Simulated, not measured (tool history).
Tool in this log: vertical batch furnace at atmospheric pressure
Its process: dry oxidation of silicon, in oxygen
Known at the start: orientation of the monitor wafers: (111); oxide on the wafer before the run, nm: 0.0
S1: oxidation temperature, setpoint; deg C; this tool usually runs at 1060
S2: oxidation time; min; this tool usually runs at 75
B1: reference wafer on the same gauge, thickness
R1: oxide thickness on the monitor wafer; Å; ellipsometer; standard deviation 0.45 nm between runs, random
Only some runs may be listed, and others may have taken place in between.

run,hour,S1,S2,B1,R1
1,0,1060,48.5,91.01,863.8
2,23.9,1060,48.5,90.97,858.7
3,41.1,1069,75,91,1189.9
4,52,1069,75,91.03,1192.5
5,64.2,1079,75,91.07,1270.4
6,81.2,1079,75,91.01,1263
7,89.9,1060,75,91.02,1118.2
8,104.6,1060,75,90.91,1131.7
# hour 134.4: boat lift adjusted
9,134.9,1060,104,91.04,1386
10,139.1,1060,75,90.98,1135.7
11,143.3,1060,75,91.07,1131.2
12,156.8,1060,75,90.93,1129.7
13,169.4,1079,83,91.06,1343.1
14,182.8,1039,75,90.96,995.3
15,189.2,1060,75,90.94,1126.2
16,199.7,1060,75,90.97,1137.5
17,217.4,1080,38.5,90.96,841.8
18,229.2,1051,46,90.97,787.1
# hour 234: gauge calibrated
19,244.6,1036,111,91.03,1250.4
# hour 269.6: thermocouples replaced and temperature profile calibrated
20,270.1,1081,106.5,91.06,1580.2

What does the tool deliver on the next run?
21,276.7,1038,42,?,?

{"run 21": {"B1": 90.99, "R1": 682.2}}
Were there no unlogged condition in the tool, this run, its random variation unchanged, would have produced R1 682.2 Å.
